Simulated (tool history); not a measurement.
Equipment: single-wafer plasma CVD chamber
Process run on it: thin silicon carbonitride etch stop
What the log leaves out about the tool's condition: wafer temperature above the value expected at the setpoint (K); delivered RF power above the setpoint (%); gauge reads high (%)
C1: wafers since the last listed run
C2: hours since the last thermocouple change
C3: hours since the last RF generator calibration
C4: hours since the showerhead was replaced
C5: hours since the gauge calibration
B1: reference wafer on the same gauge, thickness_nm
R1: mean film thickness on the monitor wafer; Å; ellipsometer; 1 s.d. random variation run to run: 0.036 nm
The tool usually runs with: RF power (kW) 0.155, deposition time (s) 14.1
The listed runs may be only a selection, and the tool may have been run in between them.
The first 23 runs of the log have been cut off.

{"run": 24, "hour": 1186.1, "RF power (kW)": 0.165, "deposition time (s)": 16.5, "C1": 1081, "C2": 1720.5, "C3": 529.7, "C4": 186.9, "C5": 1683.8, "B1": 6.312, "R1": 86.03}
{"run": 25, "hour": 1218.2, "RF power (kW)": 0.155, "deposition time (s)": 14.1, "C1": 899, "C2": 1752.6, "C3": 561.8, "C4": 219, "C5": 1715.9, "B1": 6.314, "R1": 71.85}
{"run": 26, "hour": 1306.2, "RF power (kW)": 0.175, "deposition time (s)": 12, "C1": 2465, "C2": 1840.6, "C3": 649.8, "C4": 307, "C5": 1803.9, "B1": 6.323, "R1": 64.01}
{"hour": 1328.7, "done": "thermocouple changed; heater temperature recalibrated"}
{"hour": 1341.0, "done": "gauge calibrated"}
{"run": 27, "hour": 1365.1, "RF power (kW)": 0.18, "deposition time (s)": 13.2, "C1": 1425, "C2": 36.4, "C3": 708.7, "C4": 365.9, "C5": 24.1, "B1": 6.311, "R1": 70.93}
{"run": 28, "hour": 1418.5, "RF power (kW)": 0.155, "deposition time (s)": 12.2, "C1": 1495, "C2": 89.8, "C3": 762.1, "C4": 419.3, "C5": 77.5, "B1": 6.33, "R1": 61.93}
{"run": 29, "hour": 1470.6, "RF power (kW)": 0.13, "deposition time (s)": 15.3, "C1": 1459, "C2": 141.9, "C3": 814.2, "C4": 471.4, "C5": 129.6, "B1": 6.3, "R1": 73.54}
{"run": 30, "hour": 1513.2, "RF power (kW)": 0.135, "deposition time (s)": 16.1, "C1": 1193, "C2": 184.5, "C3": 856.8, "C4": 514, "C5": 172.2, "B1": 6.321, "R1": 77.41}
{"run": 31, "hour": 1700.0, "RF power (kW)": 0.18, "deposition time (s)": 14.1, "C1": 5233, "C2": 371.3, "C3": 1043.6, "C4": 700.8, "C5": 359, "B1": 6.334, "R1": 74.97}

Forecast each of these 3 alternatives for the next run:
{"run": "A", "hour": 1700.4, "RF power (kW)": 0.155, "deposition time (s)": 11.3, "C1": 11, "C2": 371.7, "C3": 1044, "C4": 701.2, "C5": 359.4, "B1": "?", "R1": "?"}
{"run": "B", "hour": 1700.4, "RF power (kW)": 0.185, "deposition time (s)": 12.1, "C1": 11, "C2": 371.7, "C3": 1044, "C4": 701.2, "C5": 359.4, "B1": "?", "R1": "?"}
{"run": "C", "hour": 1700.4, "RF power (kW)": 0.14, "deposition time (s)": 15.2, "C1": 11, "C2": 371.7, "C3": 1044, "C4": 701.2, "C5": 359.4, "B1": "?", "R1": "?"}

run=A B1=6.304 R1=57.15
run=B B1=6.304 R1=64.96
run=C B1=6.304 R1=74.23
With the hidden condition removed and each run's random variation left untouched, the same runs would have given:
run=A R1=58.77
run=B R1=66.8
run=C R1=76.33
